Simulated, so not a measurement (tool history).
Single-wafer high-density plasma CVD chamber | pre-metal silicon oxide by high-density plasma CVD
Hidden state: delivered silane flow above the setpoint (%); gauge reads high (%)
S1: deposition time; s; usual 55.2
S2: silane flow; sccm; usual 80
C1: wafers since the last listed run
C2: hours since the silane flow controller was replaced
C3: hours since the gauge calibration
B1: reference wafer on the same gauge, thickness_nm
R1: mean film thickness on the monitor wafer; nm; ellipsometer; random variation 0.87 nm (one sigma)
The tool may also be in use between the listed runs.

Run 1, hour 0.0: usual settings but S2 83 sccm; C1 0; C2 2395.6; C3 632.5; B1 475.632. Result: R1 442.570 nm.
At hour 53.9: gauge calibrated.
Run 2, hour 60.5: usual settings but S2 83 sccm; C1 1346; C2 2456.1; C3 6.6; B1 476.115. Result: R1 443.051 nm.
Run 3, hour 83.5: usual settings but S2 83 sccm; C1 511; C2 2479.1; C3 29.6; B1 475.597. Result: R1 442.988 nm.
Run 4, hour 116.1: usual settings; C1 725; C2 2511.7; C3 62.2; B1 475.882. Result: R1 434.940 nm.
Run 5, hour 147.9: usual settings; C1 707; C2 2543.5; C3 94.0; B1 475.841. Result: R1 437.350 nm.
Run 6, hour 162.8: usual settings; C1 331; C2 2558.4; C3 108.9; B1 476.130. Result: R1 438.543 nm.
Run 7, hour 177.0: usual settings; C1 316; C2 2572.6; C3 123.1; B1 475.720. Result: R1 435.319 nm.
Run 8, hour 192.9: usual settings; C1 353; C2 2588.5; C3 139.0; B1 475.948. Result: R1 436.429 nm.
Run 9, hour 216.5: usual settings; C1 525; C2 2612.1; C3 162.6; B1 476.172. Result: R1 435.890 nm.
Run 10, hour 249.7: usual settings; C1 738; C2 2645.3; C3 195.8; B1 476.019. Result: R1 436.193 nm.
Run 11, hour 277.1: usual settings; C1 609; C2 2672.7; C3 223.2; B1 475.939. Result: R1 436.815 nm.
Run 12, hour 289.9: usual settings; C1 284; C2 2685.5; C3 236.0; B1 476.085. Result: R1 436.063 nm.
Run 13, hour 305.4: usual settings; C1 345; C2 2701.0; C3 251.5; B1 476.042. Result: R1 437.007 nm.
Run 14, hour 333.2: usual settings but S2 76 sccm; C1 618; C2 2728.8; C3 279.3; B1 476.265. Result: R1 426.935 nm.
Run 15, hour 354.4: usual settings but S2 76 sccm; C1 471; C2 2750.0; C3 300.5; B1 475.920. Result: R1 426.679 nm.
Run 16, hour 381.7: usual settings; C1 607; C2 2777.3; C3 327.8; B1 476.195. Result: R1 438.074 nm.
Run 17, hour 406.1: usual settings; C1 543; C2 2801.7; C3 352.2; B1 476.246. Result: R1 439.225 nm.
Run 18, hour 434.8: usual settings; C1 638; C2 2830.4; C3 380.9; B1 475.999. Result: R1 438.431 nm.
Run 19, hour 467.4: usual settings; C1 725; C2 2863.0; C3 413.5; B1 476.254. Result: R1 438.468 nm.
Run 20, hour 494.3: usual settings but S1 48.1 s, S2 87 sccm; C1 598; C2 2889.9; C3 440.4; B1 475.697. Result: R1 400.235 nm.
Run 21, hour 507.6: usual settings but S1 48.1 s, S2 87 sccm; C1 296; C2 2903.2; C3 453.7; B1 476.038. Result: R1 398.591 nm.
Run 22, hour 529.8: usual settings but S1 48.1 s, S2 87 sccm; C1 494; C2 2925.4; C3 475.9; B1 476.353. Result: R1 400.844 nm.
Run 23, hour 545.2: usual settings but S1 63.9 s, S2 93 sccm; C1 342; C2 2940.8; C3 491.3; B1 476.024. Result: R1 550.555 nm.
Run 24, hour 571.2: usual settings but S1 58.9 s, S2 92 sccm; C1 578; C2 2966.8; C3 517.3; B1 476.075. Result: R1 502.220 nm.
Run 25, hour 594.0: usual settings; C1 507; C2 2989.6; C3 540.1; B1 476.348. Result: R1 438.008 nm.
At hour 605.0: gauge calibrated.
Run 26, hour 607.8: usual settings but S1 58.6 s, S2 65 sccm; C1 307; C2 3003.4; C3 2.8; B1 475.945. Result: R1 421.747 nm.
Run 27, hour 643.2: usual settings but S1 61.8 s; C1 787; C2 3038.8; C3 38.2; B1 476.037. Result: R1 493.779 nm.
Run 28, hour 669.5: usual settings; C1 585; C2 3065.1; C3 64.5; B1 475.801. Result: R1 440.961 nm.
Run 29, hour 704.4: usual settings; C1 776; C2 3100.0; C3 99.4; B1 475.553. Result: R1 441.187 nm.
Run 30, hour 726.7: usual settings; C1 496; C2 3122.3; C3 121.7; B1 475.812. Result: R1 439.751 nm.
Run 31, hour 761.1: usual settings but S1 46.0 s; C1 765; C2 3156.7; C3 156.1; B1 475.695. Result: R1 366.504 nm.
At hour 792.4: silane flow controller replaced.
Run 32, hour 854.4: usual settings but S1 60.1 s; C1 1898; C2 62.0; C3 249.4; B1 476.068. Result: R1 467.542 nm.
Run 33, hour 872.7: usual settings but S1 64.7 s, S2 74 sccm; C1 407; C2 80.3; C3 267.7; B1 476.176. Result: R1 483.728 nm.
Run 34, hour 907.8: usual settings but S1 44.5 s, S2 73 sccm; C1 781; C2 115.4; C3 302.8; B1 475.721. Result: R1 330.868 nm.
Run 35, hour 924.7: usual settings but S1 50.3 s, S2 67 sccm; C1 376; C2 132.3; C3 319.7; B1 475.846. Result: R1 359.382 nm.
Run 36, hour 950.3: usual settings; C1 569; C2 157.9; C3 345.3; B1 476.058. Result: R1 428.825 nm.
Run 37, hour 980.1: usual settings but S1 45.7 s, S2 95 sccm; C1 663; C2 187.7; C3 375.1; B1 475.927. Result: R1 388.011 nm.
Run 38, hour 997.8: usual settings but S1 45.7 s, S2 95 sccm; C1 393; C2 205.4; C3 392.8; B1 476.044. Result: R1 389.249 nm.
Run 39, hour 1011.3: usual settings but S1 44.2 s, S2 94 sccm; C1 300; C2 218.9; C3 406.3; B1 476.252. Result: R1 373.558 nm.
Run 40, hour 1045.6: usual settings but S1 63.6 s, S2 87 sccm; C1 763; C2 253.2; C3 440.6; B1 476.314. Result: R1 517.174 nm.
Run 41, hour 1076.7: usual settings but S2 92 sccm; C1 692; C2 284.3; C3 471.7; B1 475.742. Result: R1 460.728 nm.
Run 42, hour 1112.6: usual settings but S1 61.8 s, S2 73 sccm; C1 799; C2 320.2; C3 507.6; B1 476.381. Result: R1 459.243 nm.
Run 43, hour 1140.3: usual settings; C1 616; C2 347.9; C3 535.3; B1 475.707. Result: R1 429.186 nm.
At hour 1146.4: gauge calibrated.
Run 44, hour 1167.5: usual settings; C1 605; C2 375.1; C3 21.1; B1 475.954. Result: R1 429.402 nm.
Run 45, hour 1191.6: usual settings but S1 60.7 s, S2 89 sccm; C1 536; C2 399.2; C3 45.2; B1 476.207. Result: R1 496.633 nm.

Forecast each of these 4 alternatives for the next run:
Run A, hour 1192.0: usual settings but S2 72 sccm; C1 8; C2 399.6; C3 45.6; B1 ?. Result: R1 ?.
Run B, hour 1192.0: usual settings but S1 63.3 s, S2 76 sccm; C1 8; C2 399.6; C3 45.6; B1 ?. Result: R1 ?.
Run C, hour 1192.0: usual settings but S2 73 sccm; C1 8; C2 399.6; C3 45.6; B1 ?. Result: R1 ?.
Run D, hour 1192.0: usual settings but S1 48.0 s, S2 71 sccm; C1 8; C2 399.6; C3 45.6; B1 ?. Result: R1 ?.

run       B1       R1
  A  476.341  407.857
  B  476.341  480.014
  C  476.341  410.541
  D  476.341  352.325
Without the tool's hidden state the same runs would have given:
run       R1
  A  406.587
  B  478.520
  C  409.262
  D  351.228
